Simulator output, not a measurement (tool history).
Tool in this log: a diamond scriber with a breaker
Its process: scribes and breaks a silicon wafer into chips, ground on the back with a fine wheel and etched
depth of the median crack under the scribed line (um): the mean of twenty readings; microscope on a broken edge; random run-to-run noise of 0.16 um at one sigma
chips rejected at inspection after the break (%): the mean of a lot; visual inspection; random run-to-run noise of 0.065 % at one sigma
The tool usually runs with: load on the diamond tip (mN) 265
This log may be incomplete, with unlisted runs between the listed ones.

run   hour  load on the diamond tip (mN)  wafers since the last listed run  hours since the diamond tip was replaced  hours since the load on the tip was calibrated  incoming depth of the damage left on the back of the incoming wafer, um  depth of the median crack under the scribed line (um)  chips rejected at inspection after the break (%)
  1      0                           265                                 0                                     480.5                                          1250.8                                                                     0.68                                                  11.11                                              2.81
  2   11.4                           265                                53                                     491.9                                          1262.2                                                                     0.49                                                   10.8                                              2.98
  3   17.8                           245                                29                                     498.3                                          1268.6                                                                     0.49                                                  10.22                                              5.44
  4   32.6                           245                                69                                     513.1                                          1283.4                                                                     0.32                                                  10.43                                              6.33
  5   47.6                           265                                70                                     528.1                                          1298.4                                                                     0.76                                                  11.08                                              2.85
  6     63                           265                                72                                     543.5                                          1313.8                                                                     0.34                                                  10.75                                              3.41
  7   77.5                           218                                67                                       558                                          1328.3                                                                     0.58                                                   9.05                                             12.81
  8   94.6                           265                                80                                     575.1                                          1345.4                                                                     0.34                                                  10.73                                              3.25
  9  107.1                           265                                58                                     587.6                                          1357.9                                                                     0.47                                                  10.98                                              3.43
 10  140.8                           265                               157                                     621.3                                          1391.6                                                                     0.38                                                  10.58                                              3.41
     147.6  -- diamond tip replaced by a new one
 11  153.6                           265                                50                                         6                                          1404.4                                                                     0.35                                                  12.42                                              1.01
 12  167.2                           265                                63                                      19.6                                            1418                                                                     0.55                                                  12.59                                                 1
 13  179.7                           320                                58                                      32.1                                          1430.5                                                                     0.51                                                  14.59                                              3.22
 14  195.8                           320                                75                                      48.2                                          1446.6                                                                     0.76                                                   14.3                                              3.26
 15  207.9                           320                                56                                      60.3                                          1458.7                                                                     0.55                                                  14.93                                              3.73
 16  217.5                           265                                44                                      69.9                                          1468.3                                                                     0.74                                                   12.2                                              1.11
 17  224.3                           265                                31                                      76.7                                          1475.1                                                                     0.41                                                  11.99                                              0.93
 18  234.8                           265                                49                                      87.2                                          1485.6                                                                     0.71                                                  12.18                                              1.11
 19  245.9                           265                                51                                      98.3                                          1496.7                                                                     0.67                                                  12.37                                              1.21
 20  261.3                           265                                72                                     113.7                                          1512.1                                                                     0.57                                                  12.13                                              1.11
 21  278.4                           299                                80                                     130.8                                          1529.2                                                                     0.31                                                  13.84                                               1.6
     288.7  -- load on the tip recalibrated
 22  293.3                           265                                60                                     145.7                                             4.6                                                                     0.75                                                  12.01                                              1.23
 23  304.6                           321                                52                                       157                                            15.9                                                                     0.44                                                  14.81                                              2.88
 24  316.4                           265                                55                                     168.8                                            27.7                                                                     0.39                                                  12.03                                              1.23
 25  327.5                           198                                51                                     179.9                                            38.8                                                                     0.35                                                   8.71                                             14.17
 26    345                           265                                81                                     197.4                                            56.3                                                                     0.47                                                  11.61                                              1.36
 27  394.8                           307                               233                                     247.2                                           106.1                                                                     0.52                                                  13.68                                              1.59
 28  401.6                           212                                31                                       254                                           112.9                                                                     0.66                                                   9.49                                             11.85
 29  408.7                           313                                33                                     261.1                                             120                                                                     0.67                                                  13.66                                              1.53
 30  416.2                           342                                35                                     268.6                                           127.5                                                                     0.79                                                  14.74                                              3.46
 31  433.8                           312                                82                                     286.2                                           145.1                                                                     0.55                                                  13.42                                              1.64
 32    448                           322                                66                                     300.4                                           159.3                                                                     0.44                                                  13.99                                              2.03
 33  456.2                           291                                38                                     308.6                                           167.5                                                                      0.8                                                  12.59                                              0.97
 34  466.1                           330                                46                                     318.5                                           177.4                                                                      0.6                                                  14.19                                              2.72
 35  475.1                           245                                42                                     327.5                                           186.4                                                                      0.7                                                  10.86                                              4.48

Alternative continuations, all from the tool just after run 35; predict every row:
  A  475.6                           265                                 2                                       328                                           186.9                                                                     0.35                                                      ?                                                 ?
  B  475.6                           336                                 2                                       328                                           186.9                                                                     0.35                                                      ?                                                 ?
  C  475.6                           188                                 2                                       328                                           186.9                                                                     0.35                                                      ?                                                 ?
  D  475.6                           333                                 2                                       328                                           186.9                                                                     0.35                                                      ?                                                 ?
  E  475.6                           337                                 2                                       328                                           186.9                                                                     0.35                                                      ?                                                 ?

run  depth of the median crack under the scribed line (um)  chips rejected at inspection after the break (%)
  A                                                  11.44                                              1.75
  B                                                  14.25                                              2.64
  C                                                   7.92                                             21.12
  D                                                  14.14                                              2.43
  E                                                  14.29                                              2.72
Without the tool's unlogged condition, the same runs would have read:
run  depth of the median crack under the scribed line (um)  chips rejected at inspection after the break (%)
  A                                                  12.53                                              0.86
  B                                                  15.61                                              5.95
  C                                                   8.67                                             14.43
  D                                                  15.49                                               5.6
  E                                                  15.65                                              6.07
